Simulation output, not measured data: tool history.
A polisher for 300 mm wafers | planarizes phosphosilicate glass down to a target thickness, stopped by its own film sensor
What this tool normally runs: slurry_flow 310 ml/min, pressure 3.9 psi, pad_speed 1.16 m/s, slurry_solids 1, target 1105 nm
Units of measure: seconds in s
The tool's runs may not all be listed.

run,hour,slurry_flow,pressure,pad_speed,slurry_solids,target,wafers since the last listed run,wafers polished on this pad,hours since the slurry nozzle was cleaned,hours since the head pressure was calibrated,hours since the slurry blender was calibrated,hours since the conditioning disc was replaced,"incoming thickness of the incoming film, nm",seconds
1,0,310,3.9,1.16,1.2,1105,0,940,695.7,186.1,208.2,80.9,2133.2,59.1
2,18,310,3.9,1.16,1.2,1105,228,1169,713.7,204.1,226.2,98.9,2125.9,61.4
3,34.7,310,3.9,1.16,0.8,842,211,1381,730.4,220.8,242.9,115.6,2120.5,94.5
# hour 44.5: worn pad replaced by a new one
4,45,280,3.9,1.16,1,841,79,5,740.7,231.1,253.2,125.9,2104.3,84.1
5,55.3,310,3.9,1.16,1,1105,130,136,751,241.4,263.5,136.2,2118.1,65.3
# hour 66.2: slurry nozzle cleaned
6,66.7,310,2.7,0.82,1,1105,131,268,0.5,252.8,274.9,147.6,2109.6,124.1
7,83.1,270,3.9,1.16,1,1105,208,476,16.9,269.2,291.3,164,2115,65.8
8,100.8,310,3.5,1.16,1,1105,224,701,34.6,286.9,309,181.7,2127.1,71.1
9,109.7,310,3.9,1.16,1,1105,112,814,43.5,295.8,317.9,190.6,2120.8,64.3
10,123.2,310,5.2,1.16,1.1,1105,171,985,57,309.3,331.4,204.1,2088.9,44.1
11,133,310,3.9,1.16,1,1105,124,1109,66.8,319.1,341.2,213.9,2114.9,64
12,144,310,3.9,0.84,0.8,1316,139,1249,77.8,330.1,352.2,224.9,2147.4,77.5
13,154.6,310,3.9,1.16,1,1315,134,1383,88.4,340.7,362.8,235.5,2134.1,51.5
14,171.4,310,3.9,1.5,1,1105,213,1597,105.2,357.5,379.6,252.3,2119.1,52.6
15,181.2,310,3.9,1.16,1,1105,124,1721,115,367.3,389.4,262.1,2129.8,64
# hour 196.7: worn pad replaced by a new one
16,197.2,310,3.9,1.4,1,1304,152,6,131,383.3,405.4,278.1,2087.4,43.3
17,210.4,260,3.9,0.94,1.1,822,167,174,144.2,396.5,418.6,291.3,2113.5,93.3
# hour 217.3: slurry blender recalibrated
18,224.8,310,3.3,1.16,0.75,1105,157,331,158.6,410.9,7.5,305.7,2159.3,94.3
# hour 228.2: head pressure recalibrated
19,231.8,310,3.9,1.4,1,1105,63,394,165.6,3.6,14.5,312.7,2125.2,60.5
20,242.1,310,3.5,0.92,1,1105,130,525,175.9,13.9,24.8,323,2153.7,94.6
21,260,310,3.9,1.16,1,1105,227,752,193.8,31.8,42.7,340.9,2121.4,67.9
22,269.7,415,3.1,1.52,0.85,1105,123,875,203.5,41.5,52.4,350.6,2128.2,76.5
23,285.5,390,3.3,1.38,1,804,200,1076,219.3,57.3,68.2,366.4,2112.6,86.6
24,296.2,310,3.9,0.84,0.9,1105,135,1212,230,68,78.9,377.1,2098.3,90.6
25,311.5,260,3.9,0.94,1.1,822,194,1406,245.3,83.3,94.2,392.4,2146.7,98.4
# hour 328.7: conditioning disc replaced and pad reconditioned
# hour 343.7: worn pad replaced by a new one
26,365.3,310,3.9,1.16,1.1,1105,606,273,299.1,137.1,148,36.6,2141.5,62.1

Forecast each of these 4 alternatives for the next run:
A,365.7,310,3.9,1.16,1,752,5,278,299.5,137.5,148.4,37,2088.2,?
B,365.7,205,4.4,0.78,1,901,5,278,299.5,137.5,148.4,37,2088.2,?
C,365.7,345,4.7,1.16,1,1105,5,278,299.5,137.5,148.4,37,2088.2,?
D,365.7,310,3.3,1.16,1,975,5,278,299.5,137.5,148.4,37,2088.2,?

run,seconds
A,86.1
B,96.9
C,52.1
D,84.8
With the hidden condition removed and each run's random variation left untouched, the same runs would have given:
run,seconds
A,92.3
B,103.9
C,55.9
D,90.9
